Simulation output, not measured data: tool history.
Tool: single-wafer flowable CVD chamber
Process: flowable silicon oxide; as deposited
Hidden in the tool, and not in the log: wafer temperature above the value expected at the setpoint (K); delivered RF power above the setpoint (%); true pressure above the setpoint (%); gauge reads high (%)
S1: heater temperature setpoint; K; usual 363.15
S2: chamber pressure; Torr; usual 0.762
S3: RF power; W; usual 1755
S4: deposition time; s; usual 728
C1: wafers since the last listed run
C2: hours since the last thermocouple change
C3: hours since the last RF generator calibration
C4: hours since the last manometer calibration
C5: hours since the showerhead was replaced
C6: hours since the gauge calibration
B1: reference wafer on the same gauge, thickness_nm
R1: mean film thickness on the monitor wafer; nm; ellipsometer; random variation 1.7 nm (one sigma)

| run | day | S1 | S2 | S3 | S4 | C1 | C2 | C3 | C4 | C5 | C6 | B1 | R1 |
|---|---|---|---|---|---|---|---|---|---|---|---|---|---|
| 1 | 0 | 363.15 | 0.762 | 1755 | 728 | 0 | 1824.6 | 1928.6 | 1346.5 | 6209.6 | 422.6 | 684.936 | 707.433 |
| 2 | 0.85 | 363.15 | 0.762 | 1755 | 728 | 69 | 1845 | 1949 | 1366.9 | 6230 | 443 | 684.815 | 710.314 |
| 3 | 1.367 | 371.15 | 0.762 | 1755 | 728 | 41 | 1857.4 | 1961.4 | 1379.3 | 6242.4 | 455.4 | 685.007 | 537.358 |
| 4 | 2.483 | 371.15 | 0.762 | 1755 | 728 | 90 | 1884.2 | 1988.2 | 1406.1 | 6269.2 | 482.2 | 684.64 | 536.874 |
| 5 | 3.612 | 363.15 | 0.762 | 1755 | 728 | 91 | 1911.3 | 2015.3 | 1433.2 | 6296.3 | 509.3 | 685.192 | 708.991 |
| 6 | 4.654 | 363.15 | 0.762 | 1755 | 728 | 84 | 1936.3 | 2040.3 | 1458.2 | 6321.3 | 534.3 | 684.355 | 709.045 |
| 7 | 6.121 | 363.15 | 0.762 | 1755 | 728 | 119 | 1971.5 | 2075.5 | 1493.4 | 6356.5 | 569.5 | 684.372 | 710.459 |
| 8 | 7.421 | 363.15 | 0.762 | 1755 | 728 | 105 | 2002.7 | 2106.7 | 1524.6 | 6387.7 | 600.7 | 685.367 | 709.406 |
| 9 | 7.954 | 363.15 | 0.762 | 1755 | 728 | 43 | 2015.5 | 2119.5 | 1537.4 | 6400.5 | 613.5 | 684.895 | 708.204 |
|  | 9.108 | capacitance manometer re-zeroed and calibrated |
| 10 | 9.129 | 363.15 | 0.762 | 1755 | 728 | 68 | 2043.7 | 2147.7 | 0.5 | 6428.7 | 641.7 | 685.15 | 711.875 |
| 11 | 9.721 | 363.15 | 0.762 | 1755 | 728 | 48 | 2057.9 | 2161.9 | 14.7 | 6442.9 | 655.9 | 684.728 | 709.268 |
|  | 9.912 | gauge calibrated |
| 12 | 10.654 | 363.15 | 0.762 | 1755 | 728 | 75 | 2080.3 | 2184.3 | 37.1 | 6465.3 | 17.8 | 684.62 | 705.619 |
|  | 11.208 | RF generator calibrated |
| 13 | 11.771 | 363.15 | 0.818 | 1755 | 642 | 63 | 2107.1 | 13.5 | 63.9 | 6492.1 | 44.6 | 684.824 | 670.823 |
|  | 13.067 | thermocouple changed; heater temperature recalibrated |
| 14 | 13.088 | 363.15 | 0.762 | 1755 | 728 | 79 | 0.5 | 45.1 | 95.5 | 6523.7 | 76.2 | 684.653 | 660.685 |
| 15 | 13.554 | 363.15 | 0.762 | 1755 | 685 | 37 | 11.7 | 56.3 | 106.7 | 6534.9 | 87.4 | 685.494 | 625.092 |
| 16 | 14.8 | 363.15 | 0.612 | 1985 | 728 | 101 | 41.6 | 86.2 | 136.6 | 6564.8 | 117.3 | 684.837 | 551.093 |
| 17 | 15.821 | 369.15 | 0.903 | 1445 | 846 | 82 | 66.1 | 110.7 | 161.1 | 6589.3 | 141.8 | 685.274 | 692.852 |
|  | 16.342 | showerhead replaced |
| 18 | 16.358 | 363.15 | 0.762 | 1755 | 685 | 16 | 79 | 123.6 | 174 | 0.4 | 154.7 | 684.649 | 631.633 |
| 19 | 16.954 | 363.15 | 0.661 | 2010 | 728 | 48 | 93.3 | 137.9 | 188.3 | 14.7 | 169 | 684.771 | 601.939 |
| 20 | 17.938 | 350.15 | 0.702 | 1895 | 622 | 79 | 116.9 | 161.5 | 211.9 | 38.3 | 192.6 | 685.68 | 802.07 |
| 21 | 18.65 | 363.15 | 0.762 | 1755 | 728 | 57 | 134 | 178.6 | 229 | 55.4 | 209.7 | 684.279 | 676.792 |
| 22 | 19.538 | 359.15 | 0.923 | 1650 | 728 | 72 | 155.3 | 199.9 | 250.3 | 76.7 | 231 | 685.354 | 911.044 |
| 23 | 20.358 | 363.15 | 0.762 | 1755 | 728 | 66 | 175 | 219.6 | 270 | 96.4 | 250.7 | 685.284 | 674.913 |
| 24 | 21.308 | 363.15 | 0.762 | 1755 | 728 | 77 | 197.8 | 242.4 | 292.8 | 119.2 | 273.5 | 684.351 | 680.02 |
| 25 | 22.133 | 363.15 | 0.879 | 1755 | 728 | 66 | 217.6 | 262.2 | 312.6 | 139 | 293.3 | 684.68 | 783.078 |
| 26 | 23.438 | 355.15 | 0.762 | 1975 | 668 | 105 | 248.9 | 293.5 | 343.9 | 170.3 | 324.6 | 684.382 | 834.69 |
| 27 | 24.133 | 363.15 | 0.661 | 2010 | 728 | 56 | 265.6 | 310.2 | 360.6 | 187 | 341.3 | 684.543 | 612.294 |
| 28 | 24.7 | 363.15 | 0.762 | 1960 | 728 | 46 | 279.2 | 323.8 | 374.2 | 200.6 | 354.9 | 685.391 | 706.645 |
| 29 | 25.229 | 356.15 | 0.616 | 1525 | 828 | 42 | 291.9 | 336.5 | 386.9 | 213.3 | 367.6 | 684.871 | 749.092 |

How the hidden state differs across the entries between the runs, from the last listed run before each to the first after it:
Between runs 9 and 10: capacitance manometer re-zeroed and calibrated (day 9.108)
  wafer temperature above the value expected at the setpoint (K): -2.76 -> -2.77
  measured less the result without the state, R1: +58.867 -> +59.298 nm
Between runs 11 and 12: gauge calibrated (day 9.912)
  wafer temperature above the value expected at the setpoint (K): -2.77 -> -2.78
  measured less the result without the state, R1: +59.142 -> +58.931 nm
Between runs 12 and 13: RF generator calibrated (day 11.208)
  no hidden state differs between the two runs
  measured less the result without the state, R1: +58.931 -> +56.127 nm
Between runs 13 and 14: thermocouple changed; heater temperature recalibrated (day 13.067)
  wafer temperature above the value expected at the setpoint (K): -2.78 -> -0.635
  measured less the result without the state, R1: +56.127 -> +12.973 nm
Between runs 17 and 18: showerhead replaced (day 16.342)
  wafer temperature above the value expected at the setpoint (K): -0.896 -> -0.945
  measured less the result without the state, R1: +21.591 -> +18.38 nm

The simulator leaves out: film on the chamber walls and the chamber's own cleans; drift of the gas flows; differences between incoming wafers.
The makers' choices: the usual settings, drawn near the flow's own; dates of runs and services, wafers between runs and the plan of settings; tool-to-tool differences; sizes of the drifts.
